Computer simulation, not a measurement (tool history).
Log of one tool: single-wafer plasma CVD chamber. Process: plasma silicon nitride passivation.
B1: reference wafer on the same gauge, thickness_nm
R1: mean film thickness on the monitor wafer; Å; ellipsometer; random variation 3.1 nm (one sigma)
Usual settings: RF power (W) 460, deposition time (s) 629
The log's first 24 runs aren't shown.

{"run": 25, "hour": 1915.7, "RF power (W)": 425, "deposition time (s)": 710, "B1": 855.751, "R1": 9936.88}
{"run": 26, "hour": 1966.8, "RF power (W)": 390, "deposition time (s)": 580, "B1": 855.174, "R1": 7917.24}
{"run": 27, "hour": 2020.0, "RF power (W)": 460, "deposition time (s)": 629, "B1": 855.666, "R1": 8953.48}
{"run": 28, "hour": 2077.0, "RF power (W)": 460, "deposition time (s)": 673, "B1": 856.271, "R1": 9567.09}
{"run": 29, "hour": 2174.3, "RF power (W)": 410, "deposition time (s)": 753, "B1": 854.69, "R1": 10451.75}
{"run": 30, "hour": 2248.8, "RF power (W)": 460, "deposition time (s)": 629, "B1": 854.13, "R1": 8913.86}
{"run": 31, "hour": 2294.5, "RF power (W)": 460, "deposition time (s)": 629, "B1": 854.749, "R1": 8928.12}
{"run": 32, "hour": 2381.5, "RF power (W)": 515, "deposition time (s)": 739, "B1": 856.032, "R1": 10800.19}

Forecast each of these 4 alternatives for the next run:
{"run": "A", "hour": 2382.1, "RF power (W)": 460, "deposition time (s)": 629, "B1": "?", "R1": "?"}
{"run": "B", "hour": 2382.1, "RF power (W)": 530, "deposition time (s)": 716, "B1": "?", "R1": "?"}
{"run": "C", "hour": 2382.1, "RF power (W)": 545, "deposition time (s)": 548, "B1": "?", "R1": "?"}
{"run": "D", "hour": 2382.1, "RF power (W)": 415, "deposition time (s)": 586, "B1": "?", "R1": "?"}

run=A B1=854.391 R1=8928.55
run=B B1=854.391 R1=10593.09
run=C B1=854.391 R1=8174.11
run=D B1=854.391 R1=8072.44
Without the tool's hidden state the same runs would have given:
run=A R1=9174.47
run=B R1=10884.86
run=C R1=8399.25
run=D R1=8294.78

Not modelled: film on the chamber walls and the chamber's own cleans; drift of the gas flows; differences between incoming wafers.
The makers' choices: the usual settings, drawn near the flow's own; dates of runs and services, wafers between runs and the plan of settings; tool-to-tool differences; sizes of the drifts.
